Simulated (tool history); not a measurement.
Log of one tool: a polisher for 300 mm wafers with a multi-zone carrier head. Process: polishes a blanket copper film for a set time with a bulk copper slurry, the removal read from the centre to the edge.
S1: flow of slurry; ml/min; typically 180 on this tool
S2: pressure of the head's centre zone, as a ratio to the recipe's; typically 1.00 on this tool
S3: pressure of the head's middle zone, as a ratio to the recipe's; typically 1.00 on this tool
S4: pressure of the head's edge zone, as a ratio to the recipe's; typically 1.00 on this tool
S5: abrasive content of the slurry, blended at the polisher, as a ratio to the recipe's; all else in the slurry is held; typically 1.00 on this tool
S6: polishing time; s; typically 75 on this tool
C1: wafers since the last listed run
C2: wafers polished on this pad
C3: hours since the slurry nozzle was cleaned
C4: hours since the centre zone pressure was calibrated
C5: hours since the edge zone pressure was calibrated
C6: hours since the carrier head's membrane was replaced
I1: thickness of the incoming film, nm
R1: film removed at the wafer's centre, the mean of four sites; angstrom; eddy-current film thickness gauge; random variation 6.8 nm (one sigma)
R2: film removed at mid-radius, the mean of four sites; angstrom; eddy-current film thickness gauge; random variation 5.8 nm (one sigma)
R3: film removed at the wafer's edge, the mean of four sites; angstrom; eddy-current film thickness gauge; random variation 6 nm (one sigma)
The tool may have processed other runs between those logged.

Run 1, hour 0.0: usual settings; C1 0; C2 488; C3 680.3; C4 135.4; C5 444.4; C6 1009.1; I1 2339.5. Result: R1 5438 angstrom, R2 5155 angstrom, R3 5108 angstrom.
Run 2, hour 23.9: usual settings; C1 340; C2 829; C3 704.2; C4 159.3; C5 468.3; C6 1033.0; I1 2340.8. Result: R1 5689 angstrom, R2 5090 angstrom, R3 5124 angstrom.
Run 3, hour 49.5: usual settings; C1 364; C2 1193; C3 729.8; C4 184.9; C5 493.9; C6 1058.6; I1 2350.0. Result: R1 5712 angstrom, R2 5114 angstrom, R3 5139 angstrom.
Run 4, hour 73.2: usual settings but S6 83 s; C1 337; C2 1531; C3 753.5; C4 208.6; C5 517.6; C6 1082.3; I1 2354.9. Result: R1 6423 angstrom, R2 5641 angstrom, R3 5748 angstrom.
Run 5, hour 94.0: usual settings but S2 1.08; C1 296; C2 1827; C3 774.3; C4 229.4; C5 538.4; C6 1103.1; I1 2386.8. Result: R1 6192 angstrom, R2 5043 angstrom, R3 5189 angstrom.
At hour 102.1: worn pad replaced by a new one, of another model than before.
Run 6, hour 121.7: usual settings but S2 1.08; C1 337; C2 279; C3 802.0; C4 257.1; C5 566.1; C6 1130.8; I1 2389.9. Result: R1 6070 angstrom, R2 5164 angstrom, R3 5178 angstrom.
Run 7, hour 143.4: usual settings but S2 1.08; C1 308; C2 588; C3 823.7; C4 278.8; C5 587.8; C6 1152.5; I1 2363.2. Result: R1 6103 angstrom, R2 5016 angstrom, R3 5086 angstrom.
Run 8, hour 174.4: usual settings but S1 230 ml/min, S2 1.04; C1 441; C2 1029; C3 854.7; C4 309.8; C5 618.8; C6 1183.5; I1 2320.4. Result: R1 6280 angstrom, R2 5404 angstrom, R3 5234 angstrom.
Run 9, hour 197.8: usual settings but S2 0.95, S3 1.08, S4 0.90, S6 82 s; C1 333; C2 1363; C3 878.1; C4 333.2; C5 642.2; C6 1206.9; I1 2332.7. Result: R1 5884 angstrom, R2 5825 angstrom, R3 5341 angstrom.
At hour 216.5: centre zone pressure recalibrated.
Run 10, hour 225.7: usual settings; C1 368; C2 1731; C3 906.0; C4 9.2; C5 670.1; C6 1234.8; I1 2331.6. Result: R1 5231 angstrom, R2 5124 angstrom, R3 5114 angstrom.
At hour 238.9: slurry nozzle cleaned.
At hour 243.6: carrier head's membrane replaced by a new one.
At hour 254.9: worn pad replaced by a new one.
Run 11, hour 256.1: usual settings but S1 205 ml/min, S3 1.04; C1 293; C2 17; C3 17.2; C4 39.6; C5 700.5; C6 12.5; I1 2333.5. Result: R1 5371 angstrom, R2 5399 angstrom, R3 5289 angstrom.
Run 12, hour 278.2: usual settings but S1 235 ml/min, S6 59 s; C1 314; C2 331; C3 39.3; C4 61.7; C5 722.6; C6 34.6; I1 2298.3. Result: R1 4447 angstrom, R2 4230 angstrom, R3 4165 angstrom.
Run 13, hour 358.6: usual settings but S1 200 ml/min, S2 1.10; C1 1144; C2 1476; C3 119.7; C4 142.1; C5 803.0; C6 115.0; I1 2346.9. Result: R1 6100 angstrom, R2 5261 angstrom, R3 5226 angstrom.
At hour 404.2: edge zone pressure recalibrated.
At hour 420.7: worn pad replaced by a new one.
Run 14, hour 429.0: usual settings; C1 917; C2 118; C3 190.1; C4 212.5; C5 24.8; C6 185.4; I1 2298.2. Result: R1 5632 angstrom, R2 5113 angstrom, R3 5106 angstrom.
Run 15, hour 460.7: usual settings but S1 155 ml/min, S3 0.89; C1 451; C2 570; C3 221.8; C4 244.2; C5 56.5; C6 217.1; I1 2337.8. Result: R1 5471 angstrom, R2 4651 angstrom, R3 4887 angstrom.
Run 16, hour 482.8: usual settings but S1 145 ml/min, S6 57 s; C1 314; C2 884; C3 243.9; C4 266.3; C5 78.6; C6 239.2; I1 2332.9. Result: R1 4058 angstrom, R2 3572 angstrom, R3 3679 angstrom.
Run 17, hour 503.7: usual settings; C1 297; C2 1182; C3 264.8; C4 287.2; C5 99.5; C6 260.1; I1 2358.1. Result: R1 5599 angstrom, R2 5059 angstrom, R3 5183 angstrom.
Run 18, hour 521.0: usual settings but S1 230 ml/min, S2 1.04; C1 246; C2 1428; C3 282.1; C4 304.5; C5 116.8; C6 277.4; I1 2341.3. Result: R1 6058 angstrom, R2 5346 angstrom, R3 5302 angstrom.
Run 19, hour 556.8: usual settings but S5 1.20; C1 509; C2 1938; C3 317.9; C4 340.3; C5 152.6; C6 313.2; I1 2347.3. Result: R1 5971 angstrom, R2 5354 angstrom, R3 5302 angstrom.
At hour 564.1: centre zone pressure recalibrated.
At hour 579.3: worn pad replaced by a new one.
Run 20, hour 582.2: usual settings; C1 276; C2 40; C3 343.3; C4 18.1; C5 178.0; C6 338.6; I1 2358.3. Result: R1 5168 angstrom, R2 5112 angstrom, R3 5041 angstrom.

Take each entry between the runs: how does the hidden state at the last listed run before it differ from the hidden state at the first listed run after it?
Between runs 5 and 6: worn pad replaced by a new one, of another model than before (hour 102.1)
  deviation of the centre zone's pressure from its setpoint, %: 11.6 -> 11.9
  the result without the hidden state subtracted from the measured one, R1: +642 -> +647 angstrom
Between runs 9 and 10: centre zone pressure recalibrated (hour 216.5)
  deviation of the centre zone's pressure from its setpoint, %: 12.5 -> 0.151
  the result without the hidden state subtracted from the measured one, R1: +663 -> +8 angstrom
Between runs 10 and 11: slurry nozzle cleaned (hour 238.9); carrier head's membrane replaced by a new one (hour 243.6); worn pad replaced by a new one (hour 254.9)
  deviation of the centre zone's pressure from its setpoint, %: 0.151 -> 2.93
  the result without the hidden state subtracted from the measured one, R1: +8 -> +154 angstrom
Between runs 13 and 14: edge zone pressure recalibrated (hour 404.2); worn pad replaced by a new one (hour 420.7)
  deviation of the centre zone's pressure from its setpoint, %: 8.25 -> 9.9
  the result without the hidden state subtracted from the measured one, R1: +464 -> +511 angstrom
Between runs 19 and 20: centre zone pressure recalibrated (hour 564.1); worn pad replaced by a new one (hour 579.3)
  deviation of the centre zone's pressure from its setpoint, %: 11.2 -> 2.35
  the result without the hidden state subtracted from the measured one, R1: +604 -> +119 angstrom
